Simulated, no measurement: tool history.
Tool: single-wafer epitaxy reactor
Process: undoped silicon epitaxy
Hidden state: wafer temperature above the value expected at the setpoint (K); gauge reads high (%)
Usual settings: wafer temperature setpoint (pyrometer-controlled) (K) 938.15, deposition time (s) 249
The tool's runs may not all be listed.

| run | hour | wafer temperature setpoint (pyrometer-controlled) (K) | deposition time (s) | wafers since the last listed run | hours since the last pyrometer calibration | hours since the gauge calibration | read-back reference wafer on the same gauge, thickness_nm | mean film thickness on the monitor wafer (nm) |
|---|---|---|---|---|---|---|---|---|
| 1 | 0 | 938.15 | 249 | 0 | 744.5 | 489.3 | 55.901 | 61.113 |
| 2 | 31.3 | 938.15 | 249 | 162 | 775.8 | 520.6 | 55.956 | 61.289 |
| 3 | 56.9 | 938.15 | 249 | 132 | 801.4 | 546.2 | 55.858 | 61.47 |
| 4 | 90.3 | 938.15 | 249 | 173 | 834.8 | 579.6 | 55.942 | 61.503 |
| 5 | 110.9 | 938.15 | 273 | 106 | 855.4 | 600.2 | 55.918 | 67.885 |
| 6 | 138.9 | 938.15 | 273 | 145 | 883.4 | 628.2 | 55.881 | 68.188 |
| 7 | 173.7 | 938.15 | 249 | 180 | 918.2 | 663 | 55.878 | 61.436 |
| 8 | 198.9 | 938.15 | 249 | 130 | 943.4 | 688.2 | 55.948 | 61.893 |
| 9 | 215 | 938.15 | 249 | 83 | 959.5 | 704.3 | 55.88 | 61.937 |
| 10 | 236.2 | 938.15 | 249 | 110 | 980.7 | 725.5 | 55.867 | 62.333 |
| 11 | 257.2 | 930.15 | 249 | 108 | 1001.7 | 746.5 | 55.88 | 51.449 |
| 12 | 285.7 | 930.15 | 249 | 147 | 1030.2 | 775 | 55.889 | 51.559 |
| 13 | 302.5 | 944.15 | 249 | 87 | 1047 | 791.8 | 55.886 | 71.858 |
| 14 | 336.5 | 944.15 | 249 | 176 | 1081 | 825.8 | 55.93 | 71.571 |
| 15 | 369.7 | 944.15 | 249 | 172 | 1114.2 | 859 | 55.898 | 71.838 |
| 16 | 382.7 | 938.15 | 249 | 67 | 1127.2 | 872 | 55.88 | 62.599 |
|  | 405.9 | pyrometer calibrated |
| 17 | 414.1 | 938.15 | 249 | 121 | 8.2 | 903.4 | 55.864 | 59.454 |
| 18 | 436.2 | 938.15 | 249 | 114 | 30.3 | 925.5 | 55.987 | 60.06 |
| 19 | 462.7 | 938.15 | 265 | 137 | 56.8 | 952 | 55.897 | 63.416 |
| 20 | 485.9 | 938.15 | 265 | 120 | 80 | 975.2 | 55.901 | 63.849 |
|  | 498.6 | gauge calibrated |
| 21 | 515.8 | 938.15 | 286 | 155 | 109.9 | 17.2 | 55.854 | 69.241 |
| 22 | 536.1 | 947.15 | 276 | 105 | 130.2 | 37.5 | 55.853 | 82.739 |
| 23 | 549.3 | 934.15 | 274 | 68 | 143.4 | 50.7 | 55.863 | 60.392 |
| 24 | 562.9 | 938.15 | 249 | 70 | 157 | 64.3 | 56.004 | 59.612 |
| 25 | 586.6 | 925.15 | 265 | 123 | 180.7 | 88 | 55.92 | 46.84 |
| 26 | 606.4 | 938.15 | 249 | 102 | 200.5 | 107.8 | 55.854 | 60.423 |
| 27 | 632.4 | 933.15 | 266 | 134 | 226.5 | 133.8 | 55.954 | 57.068 |
| 28 | 663.7 | 927.15 | 296 | 162 | 257.8 | 165.1 | 55.857 | 55.461 |
| 29 | 691.8 | 938.15 | 249 | 145 | 285.9 | 193.2 | 55.96 | 60.378 |
| 30 | 716.9 | 930.15 | 271 | 130 | 311 | 218.3 | 55.926 | 54.497 |
| 31 | 731.4 | 930.15 | 227 | 75 | 325.5 | 232.8 | 55.985 | 45.564 |
| 32 | 765.9 | 938.15 | 249 | 179 | 360 | 267.3 | 55.94 | 60.967 |
| 33 | 794.3 | 942.15 | 263 | 147 | 388.4 | 295.7 | 55.928 | 70.869 |
| 34 | 814.6 | 938.15 | 208 | 105 | 408.7 | 316 | 55.914 | 50.985 |
| 35 | 837.6 | 938.15 | 228 | 119 | 431.7 | 339 | 55.881 | 55.744 |
| 36 | 853.4 | 930.15 | 209 | 82 | 447.5 | 354.8 | 55.916 | 42.472 |
| 37 | 865.4 | 930.15 | 209 | 62 | 459.5 | 366.8 | 55.924 | 42.415 |
| 38 | 888.5 | 938.15 | 249 | 119 | 482.6 | 389.9 | 55.944 | 61.296 |
| 39 | 915.3 | 938.15 | 249 | 139 | 509.4 | 416.7 | 55.934 | 61.903 |
| 40 | 938.4 | 938.15 | 249 | 119 | 532.5 | 439.8 | 55.85 | 61.56 |
| 41 | 953.5 | 938.15 | 249 | 78 | 547.6 | 454.9 | 55.859 | 61.976 |
| 42 | 968.8 | 930.15 | 206 | 79 | 562.9 | 470.2 | 55.932 | 42.05 |
| 43 | 982.6 | 938.15 | 297 | 71 | 576.7 | 484 | 55.914 | 73.906 |

How the hidden state differs across the entries between the runs, from the last listed run before each to the first after it:
Between runs 16 and 17: pyrometer calibrated (hour 405.9)
  wafer temperature above the value expected at the setpoint (K): 2.15 -> -0.111
  measured less the result without the state, mean film thickness on the monitor wafer (nm): +3.14 -> -0.159
Between runs 20 and 21: gauge calibrated (hour 498.6)
  wafer temperature above the value expected at the setpoint (K): 0.0803 -> 0.16
  measured less the result without the state, mean film thickness on the monitor wafer (nm): +0.123 -> +0.266
